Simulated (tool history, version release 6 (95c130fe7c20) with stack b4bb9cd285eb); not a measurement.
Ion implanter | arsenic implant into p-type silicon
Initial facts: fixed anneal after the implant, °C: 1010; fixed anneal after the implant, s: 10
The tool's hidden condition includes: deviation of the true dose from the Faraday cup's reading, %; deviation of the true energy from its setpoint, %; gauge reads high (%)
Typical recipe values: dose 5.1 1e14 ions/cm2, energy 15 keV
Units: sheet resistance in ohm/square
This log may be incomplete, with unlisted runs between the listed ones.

run,day,dose,energy,wafers since the last listed run,hours since the last dose calibration,hours since the extraction supply was calibrated,hours since the gauge calibration,"read-back reference wafer on the same gauge, sheet resistance",sheet resistance
1,0,5.1,15,0,1420,3921.5,182.7,200.91,201.72
2,2.129,5.1,15,898,1471.1,3972.6,233.8,201.05,204.15
3,7.675,5.1,15,2340,1604.2,4105.7,366.9,201.11,203.37
4,9.208,5.1,15,647,1641,4142.5,403.7,201.22,202.73
5,10.554,5.1,15,568,1673.3,4174.8,436,200.95,203.41
6,12.821,5.1,13,956,1727.7,4229.2,490.4,201.07,206.52
7,14.971,5.1,13,907,1779.3,4280.8,542,200.83,205.06
8,16.854,5.1,13,794,1824.5,4326,587.2,201.17,205.42
9,19.617,5.1,18.5,1165,1890.8,4392.3,653.5,200.95,196.37
10,22.154,5.82,15,1070,1951.7,4453.2,714.4,201.03,186.2
11,23.229,5.1,15,453,1977.5,4479,740.2,200.95,202.59
12,24.5,5.1,15,536,2008,4509.5,770.7,201.25,201.68
13,26.538,5.1,15,859,2056.9,4558.4,819.6,201.02,201.73
14,28.854,5.1,15,977,2112.5,4614,875.2,200.92,202.46
# day 31.062: Faraday cup replaced and dose calibrated
# day 31.746: extraction supply calibrated
15,37.192,5.1,15,3237,147.1,130.7,1075.3,200.88,205.31
16,45.083,5.1,15,3330,336.5,320.1,1264.7,200.86,203.82
17,47.925,4.14,15,1199,404.7,388.3,1332.9,200.88,236.47
18,51.417,5.1,15,1473,488.5,472.1,1416.7,201.17,204.32
19,54.025,5.49,17,1100,551.1,534.7,1479.3,201.16,190.94
20,55.983,3.77,10.5,826,598.1,581.7,1526.3,201.07,264.45
21,58.658,5.1,16.5,1129,662.3,645.9,1590.5,200.93,201.36
22,64.462,4.23,13.5,2449,801.6,785.2,1729.8,201.1,234.84
# day 65.867: gauge calibrated
23,66.538,4.3,17,875,851.4,835,16.1,200.9,226.42
24,67.675,5.1,15,480,878.7,862.3,43.4,201.03,203.78
25,69.779,5.97,17.5,888,929.2,912.8,93.9,201.15,180.28
26,70.875,4.3,17,462,955.5,939.1,120.2,200.87,226.32
27,72.804,4.23,13.5,814,1001.8,985.4,166.5,200.79,234.97
28,75.138,6.02,13,984,1057.8,1041.4,222.5,200.93,186.86
29,77.017,5.87,17,793,1102.9,1086.5,267.6,200.97,183.02
30,78.875,4.11,15,784,1147.5,1131.1,312.2,200.94,237.97
31,80.421,4.23,13.5,652,1184.6,1168.2,349.3,200.95,235.15
32,83.417,5.1,10.5,1264,1256.5,1240.1,421.2,201.02,212.88
33,85.354,6.07,16.5,817,1303,1286.6,467.7,200.97,178.47
34,87.117,5.53,15,743,1345.3,1328.9,510,200.78,192.44
35,88.158,4.36,18,439,1370.3,1353.9,535,201.06,220.3

5 ways to go on from here, each from the tool as it stands after run 35. What would each give?
A,88.175,6.58,15,7,1370.7,1354.3,535.4,?,?
B,88.175,5.91,18,7,1370.7,1354.3,535.4,?,?
C,88.175,3.77,15,7,1370.7,1354.3,535.4,?,?
D,88.175,6.33,15,7,1370.7,1354.3,535.4,?,?
E,88.175,5.1,11.5,7,1370.7,1354.3,535.4,?,?

run,"read-back reference wafer on the same gauge, sheet resistance",sheet resistance
A,201.07,173.17
B,201.07,179.43
C,201.07,251.24
D,201.07,177.16
E,201.07,210.18
Without the tool's unlogged condition, the same runs would have read:
run,sheet resistance
A,174.36
B,180.81
C,253.42
D,178.41
E,211.79

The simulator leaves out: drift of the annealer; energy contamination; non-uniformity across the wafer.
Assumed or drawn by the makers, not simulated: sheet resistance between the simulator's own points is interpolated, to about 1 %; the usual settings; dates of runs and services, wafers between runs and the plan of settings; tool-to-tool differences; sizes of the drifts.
